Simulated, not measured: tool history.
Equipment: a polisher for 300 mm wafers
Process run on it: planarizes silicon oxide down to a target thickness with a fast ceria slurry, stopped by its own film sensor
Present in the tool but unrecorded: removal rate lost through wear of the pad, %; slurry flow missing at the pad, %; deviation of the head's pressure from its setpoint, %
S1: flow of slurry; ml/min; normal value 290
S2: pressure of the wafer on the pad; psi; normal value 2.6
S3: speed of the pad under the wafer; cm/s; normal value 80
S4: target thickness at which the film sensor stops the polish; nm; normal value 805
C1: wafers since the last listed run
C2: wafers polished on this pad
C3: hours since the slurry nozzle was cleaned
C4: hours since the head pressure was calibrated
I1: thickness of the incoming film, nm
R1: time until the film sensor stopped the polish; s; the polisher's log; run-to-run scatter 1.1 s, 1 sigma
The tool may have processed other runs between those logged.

run,hour,S1,S2,S3,S4,C1,C2,C3,C4,I1,R1
1,0,290,2.6,80,805,0,151,376.8,714.3,1867,98.3
2,21.3,325,2.1,80,805,205,356,398.1,735.6,1867.9,122.7
3,35,290,2.6,62,805,132,489,411.8,749.3,1847.5,127.1
# hour 47.5: slurry nozzle cleaned
4,59.8,290,2.6,62,805,229,718,12.3,774.1,1863.8,132
5,82.3,290,2.6,62,805,217,936,34.8,796.6,1892.9,133.2
# hour 101: worn pad replaced by a new one
6,111.6,290,2.9,80,805,244,102,64.1,825.9,1847.9,89.9
7,140.9,290,2.6,80,805,282,385,93.4,855.2,1836.8,100.9
8,156.5,290,2.6,80,805,150,535,109,870.8,1864,101.4
9,192,290,2.6,80,805,342,878,144.5,906.3,1894.2,108.7
# hour 205.2: worn pad replaced by a new one
10,213.3,290,3.1,80,805,167,78,165.8,927.6,1874.2,89.8
11,246.5,360,2.6,64,710,320,398,199,960.8,1884,146.3
12,273.8,235,1.7,70,805,263,662,226.3,988.1,1859.7,192.6
# hour 298.1: head pressure recalibrated
# hour 319.7: worn pad replaced by a new one
13,354.1,290,2.6,80,805,717,332,306.6,56,1858.9,94.6
14,381.2,290,2.6,88,805,261,593,333.7,83.1,1901.7,88.4
15,397.7,195,2.6,62,805,159,753,350.2,99.6,1880.6,131.5
# hour 408.8: slurry nozzle cleaned
16,430.1,290,2.6,80,964,303,1056,21.3,132,1864.7,80.2
# hour 442.2: worn pad replaced by a new one
17,454.8,290,2.6,80,805,199,121,46,156.7,1883.1,98.7
18,489.2,325,2.6,80,609,332,454,80.4,191.1,1828.4,108.5
19,524,290,3.4,94,805,336,790,115.2,225.9,1865.9,63.4
# hour 542.5: worn pad replaced by a new one
20,551.8,290,1.9,72,910,229,90,143,253.7,1869.5,132.1
21,574.3,290,2.6,80,1082,217,307,165.5,276.2,1881.5,72.6

How would selected steps in R1 from run to run divide? Give the signed amount a tool lacking its hidden state would still show from settings, what came in and random variation, and the signed amount left for the hidden state, including any gauge scatter that is not in both of the compared results.
Run 10 -> 11: S1 290 -> 360, S2 3.1 -> 2.6, S3 80 -> 64, S4 805 -> 710. R1 +56.5 s: hidden state +7.9, all else +48.6.
Run 12 -> 13: S1 235 -> 290, S2 1.7 -> 2.6, S3 70 -> 80, head pressure recalibrated, worn pad replaced by a new one. R1 -98 s: hidden state -24.1, all else -73.9.
Run 19 -> 20: S2 3.4 -> 1.9, S3 94 -> 72, S4 805 -> 910, worn pad replaced by a new one. R1 +68.7 s: hidden state +1.8, all else +66.9.
